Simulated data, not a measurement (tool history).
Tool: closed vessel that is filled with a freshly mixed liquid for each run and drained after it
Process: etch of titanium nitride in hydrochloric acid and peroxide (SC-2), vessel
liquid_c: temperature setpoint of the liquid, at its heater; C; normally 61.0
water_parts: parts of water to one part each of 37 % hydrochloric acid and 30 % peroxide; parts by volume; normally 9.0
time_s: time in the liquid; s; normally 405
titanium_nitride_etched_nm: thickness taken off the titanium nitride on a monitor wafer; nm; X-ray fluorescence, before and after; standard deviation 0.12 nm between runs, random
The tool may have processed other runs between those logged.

run,hour,liquid_c,water_parts,time_s,"read-back film thickness of the titanium nitride reference wafer, read on the same gauge (nm)",titanium_nitride_etched_nm
1,0.0,61.0,9.0,405,129.97,32.49
# hour 32.5: new drum of peroxide connected
2,106.4,65.0,9.0,405,129.98,42.69
3,157.9,65.0,9.0,405,129.97,43.17
4,202.8,65.0,9.0,405,129.99,42.61
# hour 231.1: gauge calibrated
# hour 232.9: thermometer replaced
5,236.9,61.0,9.0,405,129.95,33.31
6,282.8,61.0,9.0,405,130.00,33.12
7,323.9,61.0,10.5,405,129.97,29.26
8,381.4,61.0,10.5,405,130.00,29.34
9,445.9,61.0,10.5,405,130.07,29.34
10,481.1,61.0,9.0,405,129.97,33.18
11,556.8,61.0,9.0,405,130.01,33.06
12,622.2,61.0,9.0,405,130.04,32.91
13,669.9,66.5,9.0,405,130.00,46.53
14,701.1,61.0,5.0,405,129.98,51.70
15,737.8,65.0,9.0,405,129.96,42.31
16,763.7,69.5,5.0,230,129.99,49.61
17,827.7,65.5,13.0,545,129.97,42.62
# hour 880.2: chemicals flow meter replaced
18,889.0,61.0,9.0,405,129.99,32.80
# hour 935.8: thermometer replaced
19,940.6,61.0,9.0,495,130.03,39.82
20,985.6,53.5,12.5,190,130.01,7.20

Estimate the outcome of run 21 from the log above:
# hour 1035.3: new drum of peroxide connected
21,1055.5,61.0,10.5,405,?,?

read-back film thickness of the titanium nitride reference wafer, read on the same gauge (nm): 130.04
titanium_nitride_etched_nm: 29.57 nm
If the tool had no hidden condition, the same run with the same run-to-run variation would have returned titanium_nitride_etched_nm 29.66 nm.
